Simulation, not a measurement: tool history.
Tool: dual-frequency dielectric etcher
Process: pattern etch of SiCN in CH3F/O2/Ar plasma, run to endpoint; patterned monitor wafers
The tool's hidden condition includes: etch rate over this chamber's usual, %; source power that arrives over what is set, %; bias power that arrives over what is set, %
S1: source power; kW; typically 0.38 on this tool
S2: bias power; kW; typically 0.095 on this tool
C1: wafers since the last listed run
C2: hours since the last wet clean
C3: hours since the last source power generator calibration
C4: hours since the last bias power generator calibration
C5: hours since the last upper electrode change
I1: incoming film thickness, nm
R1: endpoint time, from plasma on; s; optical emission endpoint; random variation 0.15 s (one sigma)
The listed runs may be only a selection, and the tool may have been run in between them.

Run 1, hour 0: usual settings; C1 0; C2 44.2; C3 1676.9; C4 4327.9; C5 2678.7; I1 10.63. Result: R1 27.9 s.
Run 2, hour 35.7: usual settings; C1 562; C2 79.9; C3 1712.6; C4 4363.6; C5 2714.4; I1 10.65. Result: R1 28 s.
Run 3, hour 68.6: usual settings; C1 518; C2 112.8; C3 1745.5; C4 4396.5; C5 2747.3; I1 10.67. Result: R1 28.3 s.
Run 4, hour 98.1: usual settings; C1 464; C2 142.3; C3 1775; C4 4426; C5 2776.8; I1 10.73. Result: R1 28.3 s.
Run 5, hour 124.4: usual settings; C1 414; C2 168.6; C3 1801.3; C4 4452.3; C5 2803.1; I1 10.78. Result: R1 28.7 s.
Run 6, hour 154: usual settings but S1 0.41 kW; C1 466; C2 198.2; C3 1830.9; C4 4481.9; C5 2832.7; I1 10.78. Result: R1 27.9 s.
Run 7, hour 184.4: usual settings but S1 0.41 kW; C1 478; C2 228.6; C3 1861.3; C4 4512.3; C5 2863.1; I1 10.88. Result: R1 28.3 s.
Run 8, hour 218.6: usual settings; C1 538; C2 262.8; C3 1895.5; C4 4546.5; C5 2897.3; I1 10.75. Result: R1 28.9 s.
Run 9, hour 278: usual settings; C1 935; C2 322.2; C3 1954.9; C4 4605.9; C5 2956.7; I1 10.76. Result: R1 28.9 s.
Run 10, hour 313.3: usual settings but S2 0.083 kW; C1 555; C2 357.5; C3 1990.2; C4 4641.2; C5 2992; I1 10.67. Result: R1 31.3 s.
Run 11, hour 329.9: usual settings but S2 0.083 kW; C1 261; C2 374.1; C3 2006.8; C4 4657.8; C5 3008.6; I1 10.69. Result: R1 31.2 s.
Run 12, hour 348.4: usual settings but S2 0.083 kW; C1 291; C2 392.6; C3 2025.3; C4 4676.3; C5 3027.1; I1 10.64. Result: R1 31.2 s.
At hour 396.4: wet clean of the chamber.
Run 13, hour 396.9: usual settings but S2 0.089 kW; C1 385; C2 0.5; C3 2073.8; C4 4724.8; C5 3075.6; I1 10.74. Result: R1 29.3 s.
Run 14, hour 400.4: usual settings but S2 0.078 kW; C1 55; C2 4; C3 2077.3; C4 4728.3; C5 3079.1; I1 10.72. Result: R1 31.8 s.
At hour 412.1: source power generator calibrated.
At hour 435.2: upper electrode replaced.
Run 15, hour 435.7: usual settings but S1 0.32 kW, S2 0.107 kW; C1 127; C2 39.3; C3 23.6; C4 4763.6; C5 0.5; I1 10.78. Result: R1 28.8 s.
Run 16, hour 443.1: usual settings but S1 0.47 kW, S2 0.082 kW; C1 116; C2 46.7; C3 31; C4 4771; C5 7.9; I1 10.79. Result: R1 28.1 s.
Run 17, hour 477.7: usual settings; C1 544; C2 81.3; C3 65.6; C4 4805.6; C5 42.5; I1 10.66. Result: R1 28.2 s.
Run 18, hour 508.1: usual settings but S1 0.47 kW; C1 478; C2 111.7; C3 96; C4 4836; C5 72.9; I1 10.66. Result: R1 25.7 s.
At hour 514.2: bias power generator calibrated.
Run 19, hour 521.2: usual settings but S1 0.33 kW, S2 0.076 kW; C1 143; C2 124.8; C3 109.1; C4 7; C5 86; I1 10.61. Result: R1 34.5 s.
Run 20, hour 539.5: usual settings but S1 0.3 kW; C1 288; C2 143.1; C3 127.4; C4 25.3; C5 104.3; I1 10.67. Result: R1 31.9 s.
Run 21, hour 573.1: usual settings but S1 0.46 kW, S2 0.074 kW; C1 529; C2 176.7; C3 161; C4 58.9; C5 137.9; I1 10.73. Result: R1 30 s.
Run 22, hour 598.5: usual settings but S2 0.112 kW; C1 400; C2 202.1; C3 186.4; C4 84.3; C5 163.3; I1 10.6. Result: R1 26 s.
Run 23, hour 619.1: usual settings but S2 0.078 kW; C1 324; C2 222.7; C3 207; C4 104.9; C5 183.9; I1 10.69. Result: R1 32.3 s.
Run 24, hour 645.3: usual settings but S1 0.47 kW, S2 0.102 kW; C1 412; C2 248.9; C3 233.2; C4 131.1; C5 210.1; I1 10.64. Result: R1 25.1 s.
Run 25, hour 665: usual settings but S1 0.35 kW, S2 0.11 kW; C1 310; C2 268.6; C3 252.9; C4 150.8; C5 229.8; I1 10.61. Result: R1 27.3 s.

What does the tool deliver on the next run?
Run 26, hour 692.2: usual settings but S1 0.46 kW; C1 428; C2 295.8; C3 280.1; C4 178; C5 257; I1 10.73. Result: R1 ?.

Logged for run 26: R1 26.4 s.
Minus the tool's unlogged condition, the same run would have read R1 25.7 s.
